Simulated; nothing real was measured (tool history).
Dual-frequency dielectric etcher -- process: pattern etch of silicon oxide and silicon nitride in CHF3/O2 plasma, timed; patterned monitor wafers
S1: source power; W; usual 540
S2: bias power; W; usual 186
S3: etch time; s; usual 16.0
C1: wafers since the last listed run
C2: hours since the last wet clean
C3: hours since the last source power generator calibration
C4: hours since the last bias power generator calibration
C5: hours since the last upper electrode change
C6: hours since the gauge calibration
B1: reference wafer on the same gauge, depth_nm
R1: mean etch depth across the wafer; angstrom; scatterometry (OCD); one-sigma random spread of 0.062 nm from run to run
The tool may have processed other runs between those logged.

Run 1, hour 0.0: usual settings but S1 480 W; C1 0; C2 165.8; C3 3630.7; C4 4039.1; C5 4041.8; C6 449.4; B1 24.08. Result: R1 240.3 angstrom.
Run 2, hour 93.5: usual settings but S1 480 W; C1 1952; C2 259.3; C3 3724.2; C4 4132.6; C5 4135.3; C6 542.9; B1 24.11. Result: R1 242.8 angstrom.
Run 3, hour 132.7: usual settings but S1 480 W; C1 818; C2 298.5; C3 3763.4; C4 4171.8; C5 4174.5; C6 582.1; B1 24.17. Result: R1 242.3 angstrom.
Run 4, hour 187.4: usual settings but S1 450 W; C1 1142; C2 353.2; C3 3818.1; C4 4226.5; C5 4229.2; C6 636.8; B1 24.18. Result: R1 238.5 angstrom.
Run 5, hour 251.9: usual settings but S1 450 W; C1 1346; C2 417.7; C3 3882.6; C4 4291.0; C5 4293.7; C6 701.3; B1 24.23. Result: R1 238.1 angstrom.
At hour 299.5: wet clean of the chamber.
Run 6, hour 300.0: usual settings but S1 450 W; C1 503; C2 0.5; C3 3930.7; C4 4339.1; C5 4341.8; C6 749.4; B1 24.24. Result: R1 238.3 angstrom.
Run 7, hour 378.1: usual settings but S2 165 W; C1 1630; C2 78.6; C3 4008.8; C4 4417.2; C5 4419.9; C6 827.5; B1 24.28. Result: R1 244.1 angstrom.
Run 8, hour 461.5: usual settings but S1 500 W, S2 165 W, S3 18.0 s; C1 1741; C2 162.0; C3 4092.2; C4 4500.6; C5 4503.3; C6 910.9; B1 24.33. Result: R1 267.9 angstrom.
Run 9, hour 519.7: usual settings but S3 11.5 s; C1 1215; C2 220.2; C3 4150.4; C4 4558.8; C5 4561.5; C6 969.1; B1 24.36. Result: R1 182.0 angstrom.
At hour 624.8: gauge calibrated.
Run 10, hour 627.3: usual settings; C1 2246; C2 327.8; C3 4258.0; C4 4666.4; C5 4669.1; C6 2.5; B1 23.89. Result: R1 249.1 angstrom.
At hour 665.0: source power generator calibrated.
Run 11, hour 674.1: usual settings; C1 893; C2 374.6; C3 9.1; C4 4713.2; C5 4715.9; C6 49.3; B1 23.90. Result: R1 248.3 angstrom.
At hour 712.9: upper electrode replaced.
At hour 760.7: bias power generator calibrated.
Run 12, hour 768.8: usual settings; C1 1392; C2 469.3; C3 103.8; C4 8.1; C5 55.9; C6 144.0; B1 23.97. Result: R1 249.8 angstrom.
Run 13, hour 818.1: usual settings but S1 460 W; C1 1029; C2 518.6; C3 153.1; C4 57.4; C5 105.2; C6 193.3; B1 23.98. Result: R1 237.9 angstrom.
At hour 860.2: wet clean of the chamber.
Run 14, hour 860.7: usual settings but S1 470 W, S2 142 W, S3 13.5 s; C1 388; C2 0.5; C3 195.7; C4 100.0; C5 147.8; C6 235.9; B1 24.04. Result: R1 186.2 angstrom.
Run 15, hour 955.8: usual settings but S2 230 W; C1 1985; C2 95.6; C3 290.8; C4 195.1; C5 242.9; C6 331.0; B1 24.07. Result: R1 266.9 angstrom.

Same runs, no hidden state in the tool, same run-to-run variation:
Hidden conditions of the tool in this case: etch rate over this chamber's usual, %; source power that arrives over what is set, %; bias power that arrives over what is set, %; gauge reads high (%).
run     R1
  1  238.5
  2  240.5
  3  239.8
  4  235.7
  5  235.0
  6  234.9
  7  240.2
  8  263.2
  9  178.6
 10  249.2
 11  248.1
 12  249.0
 13  236.9
 14  185.3
 15  265.0

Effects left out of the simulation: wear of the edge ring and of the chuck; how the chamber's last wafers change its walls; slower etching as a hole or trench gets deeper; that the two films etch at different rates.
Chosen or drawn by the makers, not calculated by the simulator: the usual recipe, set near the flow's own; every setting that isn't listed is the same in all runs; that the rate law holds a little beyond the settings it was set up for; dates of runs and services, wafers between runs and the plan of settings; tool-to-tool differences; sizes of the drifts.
